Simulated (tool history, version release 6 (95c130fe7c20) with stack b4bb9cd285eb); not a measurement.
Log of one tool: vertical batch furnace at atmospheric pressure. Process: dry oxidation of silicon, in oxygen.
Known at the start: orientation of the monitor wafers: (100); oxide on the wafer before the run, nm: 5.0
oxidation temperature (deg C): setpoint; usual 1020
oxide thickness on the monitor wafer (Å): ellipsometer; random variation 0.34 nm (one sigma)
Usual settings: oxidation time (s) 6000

run    hour  oxidation temperature (deg C)  oxidation time (s)  read-back reference wafer on the same gauge, thickness  oxide thickness on the monitor wafer (Å)
  1     0.0                           1034                7740                                                  107.16                                    1159.7
  2    82.7                           1020                5370                                                  107.22                                     811.2
  3   182.3                           1020                6000                                                  107.25                                     871.2
  4   219.0                           1020                6000                                                  107.17                                     863.8
  5   309.1                           1020                6000                                                  107.23                                     870.2
  6   409.7                           1020                6000                                                  107.19                                     866.1
  7   451.9                           1020                8280                                                  107.28                                    1083.6
  8   518.5                           1020                8280                                                  107.34                                    1088.1
  9   610.9                           1020                8280                                                  107.24                                    1082.4
 10   647.1                           1004                5070                                                  107.19                                     664.3
 11   723.2                           1004                5070                                                  107.18                                     670.1
 12   795.6                           1034                5250                                                  107.27                                     903.6
 13   845.4                           1034                5250                                                  107.22                                     905.1
 14   944.1                           1034                5250                                                  107.23                                     900.8
 15  1042.3                           1004                5070                                                  107.03                                     665.5
 16  1095.4                           1004                5070                                                  107.28                                     668.2
 17  1146.4                            997                8880                                                  107.18                                     917.7
 18  1222.3                           1013                5100                                                  107.21                                     760.3
 19  1320.7                           1020                6000                                                  107.17                                     908.6
 20  1418.7                           1034                5010                                                  107.27                                     899.6
 21  1486.0                           1020                6000                                                  107.08                                     898.9
 22  1560.2                           1004                7320                                                  107.17                                     882.5
 23  1602.0                           1027                5010                                                  107.16                                     846.1
 24  1709.6                           1020                6000                                                  107.35                                     889.0
 25  1751.3                           1038                7590                                                  107.24                                    1221.7
 26  1813.1                            998                7590                                                  107.32                                     854.8
 27  1883.2                           1012                8370                                                  107.13                                    1042.4
 28  1963.9                           1020                6000                                                  107.25                                     892.3
 29  2030.7                           1028                6000                                                  107.19                                     956.0

Taken out of this log: 3 entries between the listed runs. Where each belongs, and how the hidden state differs across it:
Between runs 11 and 12: gauge calibrated (hour 752.9)
  monitor wafer colder than the profiled boat position, K: 4.21 -> 4.22
  measured less the result without the state, oxide thickness on the monitor wafer (Å): -27.8 -> -33.7
Between runs 17 and 18: boat lift adjusted (hour 1191.6)
  monitor wafer colder than the profiled boat position, K: 4.26 -> 0.165
  measured less the result without the state, oxide thickness on the monitor wafer (Å): -37.3 -> -1.1
Between runs 19 and 20: thermocouples replaced and temperature profile calibrated (hour 1365.9)
  monitor wafer colder than the profiled boat position, K: 0.412 -> 0.644
  measured less the result without the state, oxide thickness on the monitor wafer (Å): -3.4 -> -5.0

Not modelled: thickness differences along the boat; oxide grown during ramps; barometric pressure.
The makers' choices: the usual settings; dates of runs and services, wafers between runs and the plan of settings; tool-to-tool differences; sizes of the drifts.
